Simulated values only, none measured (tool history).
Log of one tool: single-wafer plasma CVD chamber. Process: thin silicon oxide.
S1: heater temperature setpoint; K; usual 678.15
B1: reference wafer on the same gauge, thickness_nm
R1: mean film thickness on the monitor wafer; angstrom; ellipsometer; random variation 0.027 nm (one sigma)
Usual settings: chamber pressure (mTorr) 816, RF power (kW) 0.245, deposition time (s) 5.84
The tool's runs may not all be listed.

run 1 hour=0 | S1=678.15 chamber_pressure_(mTorr)=978 RF_power_(kW)=0.245 deposition_time_(s)=6.33 | B1=10.128 | R1=112.3
run 2 hour=16.9 | S1=678.15 chamber_pressure_(mTorr)=978 RF_power_(kW)=0.245 deposition_time_(s)=6.33 | B1=10.134 | R1=112.56
run 3 hour=31.6 | S1=678.15 chamber_pressure_(mTorr)=978 RF_power_(kW)=0.245 deposition_time_(s)=6.33 | B1=10.126 | R1=112.87
run 4 hour=43.8 | S1=678.15 chamber_pressure_(mTorr)=816 RF_power_(kW)=0.245 deposition_time_(s)=5.84 | B1=10.132 | R1=93.14
run 5 hour=61.2 | S1=678.15 chamber_pressure_(mTorr)=928 RF_power_(kW)=0.255 deposition_time_(s)=5.84 | B1=10.123 | R1=103.25
run 6 hour=77.6 | S1=678.15 chamber_pressure_(mTorr)=928 RF_power_(kW)=0.255 deposition_time_(s)=5.84 | B1=10.134 | R1=102.95
run 7 hour=89.5 | S1=678.15 chamber_pressure_(mTorr)=928 RF_power_(kW)=0.255 deposition_time_(s)=5.84 | B1=10.129 | R1=103.21
-- hour=99.1 showerhead replaced
run 8 hour=99.6 | S1=678.15 chamber_pressure_(mTorr)=742 RF_power_(kW)=0.215 deposition_time_(s)=5.84 | B1=10.13 | R1=81.94
-- hour=107.9 capacitance manometer re-zeroed and calibrated
-- hour=114.6 thermocouple changed; heater temperature recalibrated
run 9 hour=115.1 | S1=678.15 chamber_pressure_(mTorr)=742 RF_power_(kW)=0.215 deposition_time_(s)=5.84 | B1=10.124 | R1=84.48
-- hour=123.3 RF generator calibrated
run 10 hour=123.8 | S1=678.15 chamber_pressure_(mTorr)=742 RF_power_(kW)=0.215 deposition_time_(s)=5.84 | B1=10.129 | R1=84.14
run 11 hour=129.1 | S1=678.15 chamber_pressure_(mTorr)=816 RF_power_(kW)=0.265 deposition_time_(s)=6.21 | B1=10.129 | R1=106.91
-- hour=130 gauge calibrated
run 12 hour=137.1 | S1=678.15 chamber_pressure_(mTorr)=816 RF_power_(kW)=0.265 deposition_time_(s)=6.21 | B1=10.128 | R1=106.86
run 13 hour=146.3 | S1=678.15 chamber_pressure_(mTorr)=816 RF_power_(kW)=0.245 deposition_time_(s)=5.84 | B1=10.126 | R1=96.41
run 14 hour=156.2 | S1=678.15 chamber_pressure_(mTorr)=816 RF_power_(kW)=0.265 deposition_time_(s)=5.84 | B1=10.126 | R1=100.86
-- hour=173.1 capacitance manometer re-zeroed and calibrated, repeated, since the last time left the tool worse
run 15 hour=173.6 | S1=678.15 chamber_pressure_(mTorr)=816 RF_power_(kW)=0.245 deposition_time_(s)=4.94 | B1=10.126 | R1=76.79
run 16 hour=174.3 | S1=693.15 chamber_pressure_(mTorr)=816 RF_power_(kW)=0.215 deposition_time_(s)=5.84 | B1=10.127 | R1=84.03
run 17 hour=186.1 | S1=688.15 chamber_pressure_(mTorr)=816 RF_power_(kW)=0.245 deposition_time_(s)=6.93 | B1=10.127 | R1=107.43
run 18 hour=193.8 | S1=678.15 chamber_pressure_(mTorr)=816 RF_power_(kW)=0.21 deposition_time_(s)=5.04 | B1=10.125 | R1=72.35
run 19 hour=204.1 | S1=678.15 chamber_pressure_(mTorr)=928 RF_power_(kW)=0.255 deposition_time_(s)=5.84 | B1=10.127 | R1=101.09
run 20 hour=213.4 | S1=678.15 chamber_pressure_(mTorr)=816 RF_power_(kW)=0.245 deposition_time_(s)=5.84 | B1=10.13 | R1=90.84
run 21 hour=221.8 | S1=669.15 chamber_pressure_(mTorr)=816 RF_power_(kW)=0.26 deposition_time_(s)=5.84 | B1=10.126 | R1=94.57
run 22 hour=237.6 | S1=678.15 chamber_pressure_(mTorr)=816 RF_power_(kW)=0.245 deposition_time_(s)=5.84 | B1=10.128 | R1=91.12
run 23 hour=251.4 | S1=666.15 chamber_pressure_(mTorr)=884 RF_power_(kW)=0.27 deposition_time_(s)=5.29 | B1=10.127 | R1=91.39
-- hour=259 gauge calibrated
run 24 hour=259.4 | S1=668.15 chamber_pressure_(mTorr)=955 RF_power_(kW)=0.245 deposition_time_(s)=5.84 | B1=10.127 | R1=100.13
run 25 hour=272.6 | S1=667.15 chamber_pressure_(mTorr)=816 RF_power_(kW)=0.245 deposition_time_(s)=5.22 | B1=10.132 | R1=81.85
run 26 hour=290.1 | S1=678.15 chamber_pressure_(mTorr)=972 RF_power_(kW)=0.215 deposition_time_(s)=5.31 | B1=10.129 | R1=86

Forecast each of these 4 alternatives for the next run:
run A hour=290.5 | S1=678.15 chamber_pressure_(mTorr)=816 RF_power_(kW)=0.245 deposition_time_(s)=5.84 | B1=? | R1=?
run B hour=290.5 | S1=678.15 chamber_pressure_(mTorr)=646 RF_power_(kW)=0.205 deposition_time_(s)=5.39 | B1=? | R1=?
run C hour=290.5 | S1=672.15 chamber_pressure_(mTorr)=816 RF_power_(kW)=0.245 deposition_time_(s)=5.84 | B1=? | R1=?
run D hour=290.5 | S1=673.15 chamber_pressure_(mTorr)=670 RF_power_(kW)=0.29 deposition_time_(s)=5.84 | B1=? | R1=?

run=A B1=10.134 R1=91.35
run=B B1=10.134 R1=65.45
run=C B1=10.134 R1=91.67
run=D B1=10.134 R1=87.72
Without the tool's hidden state the same runs would have given:
run=A R1=90.85
run=B R1=65.06
run=C R1=91.17
run=D R1=87.2

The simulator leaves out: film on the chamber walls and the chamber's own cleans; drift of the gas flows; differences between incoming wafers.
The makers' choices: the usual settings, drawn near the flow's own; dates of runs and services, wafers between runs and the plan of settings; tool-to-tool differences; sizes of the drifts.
